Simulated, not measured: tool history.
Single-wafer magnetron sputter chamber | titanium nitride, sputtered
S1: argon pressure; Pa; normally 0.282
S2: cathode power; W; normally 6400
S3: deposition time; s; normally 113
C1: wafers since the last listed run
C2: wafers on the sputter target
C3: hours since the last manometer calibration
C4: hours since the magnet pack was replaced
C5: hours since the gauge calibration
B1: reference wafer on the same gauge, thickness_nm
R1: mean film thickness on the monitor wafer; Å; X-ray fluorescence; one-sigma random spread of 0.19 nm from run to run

run   hour     S1    S2   S3    C1    C2      C3      C4     C5       B1       R1
  1    0.0  0.282  6400  113     0   400  1647.1  8135.0  252.0  140.094  1258.31
  2   96.0  0.282  6850  106  1018  1419  1743.1  8231.0  348.0  139.980  1258.90
  3  121.3  0.282  6850  106   268  1687  1768.4  8256.3  373.3  139.987  1259.03
  4  153.9  0.243  6400  113   345  2033  1801.0  8288.9  405.9  139.990  1269.72
  5  177.8  0.282  6400  113   253  2286  1824.9  8312.8  429.8  140.013  1250.44
  6  191.3  0.282  6400  113   143  2429  1838.4  8326.3  443.3  139.987  1252.30
  7  210.3  0.282  6400  113   201  2631  1857.4  8345.3  462.3  140.013  1246.76
  8  231.6  0.282  6400  113   225  2857  1878.7  8366.6  483.6  140.014  1245.49
     254.5  -- sputter target and shields replaced
  9  254.9  0.282  6400  113   162     3  1902.0  8389.9  506.9  139.981  1259.48
 10  271.2  0.282  6400  113   172   176  1918.3  8406.2  523.2  139.953  1261.98
     284.5  -- gauge calibrated
 11  286.7  0.282  6400  113   164   341  1933.8  8421.7    2.2  139.940  1257.32
 12  301.8  0.282  6400  113   160   501  1948.9  8436.8   17.3  140.036  1257.05
 13  328.0  0.282  6400  113   277   779  1975.1  8463.0   43.5  140.041  1257.89
 14  350.7  0.222  6400  113   240  1019  1997.8  8485.7   66.2  139.985  1283.64
 15  376.1  0.222  6400  113   269  1289  2023.2  8511.1   91.6  139.941  1282.05
 16  407.7  0.222  6400  113   335  1624  2054.8  8542.7  123.2  140.001  1281.51
     447.6  -- capacitance manometer re-zeroed and calibrated
 17  509.5  0.187  7800  128   994  2619    61.9  8644.5  225.0  140.053  1780.17
 18  522.0  0.391  7500  106   132  2751    74.4  8657.0  237.5  139.952  1327.90
 19  540.2  0.282  6400  113   193  2944    92.6  8675.2  255.7  139.962  1257.05
 20  559.1  0.195  7750  132   200  3145   111.5  8694.1  274.6  140.036  1812.13
 21  579.7  0.282  6400  113   218  3363   132.1  8714.7  295.2  140.015  1251.82
 22  597.4  0.230  4900  129   187  3551   149.8  8732.4  312.9  140.059  1122.53
     619.7  -- magnet pack replaced
 23  620.2  0.173  4850  126   156  3708   172.6     0.5  335.7  140.007  1109.33
     634.7  -- sputter target and shields replaced
 24  665.6  0.194  7750  130   396   328   218.0    45.9  381.1  139.982  1799.47
 25  680.3  0.240  6400  113   155   483   232.7    60.6  395.8  139.946  1287.04
 26  697.7  0.282  5950  131   184   668   250.1    78.0  413.2  139.948  1363.13
 27  717.4  0.249  7300  107   208   877   269.8    97.7  432.9  140.035  1376.06
 28  749.6  0.282  6400  103   341  1218   302.0   129.9  465.1  140.035  1153.76
     772.5  -- gauge calibrated
 29  778.4  0.332  6400  133   305  1524   330.8   158.7    5.9  139.985  1461.60
 30  800.5  0.282  7550  100   234  1758   352.9   180.8   28.0  140.050  1309.40
 31  826.0  0.344  5250   92   270  2029   378.4   206.3   53.5  140.019   831.52
 32  856.3  0.215  6400  113   321  2350   408.7   236.6   83.8  140.035  1283.46
 33  886.2  0.282  6400  113   317  2667   438.6   266.5  113.7  140.049  1255.34

Branching from run 33: 4 alternative next runs. What would each branch give?
  A  886.6  0.209  6400  113   4  2671  439.0  266.9  114.1   ?   ?
  B  886.6  0.178  4950   94   4  2671  439.0  266.9  114.1   ?   ?
  C  886.6  0.216  6400  121   4  2671  439.0  266.9  114.1   ?   ?
  D  886.6  0.183  6400  113   4  2671  439.0  266.9  114.1   ?   ?

run       B1       R1
  A  139.961  1283.73
  B  139.961   844.53
  C  139.961  1371.41
  D  139.961  1294.91
Without the tool's unlogged condition, the same runs would have read:
run       R1
  A  1305.34
  B   858.22
  C  1394.69
  D  1316.03
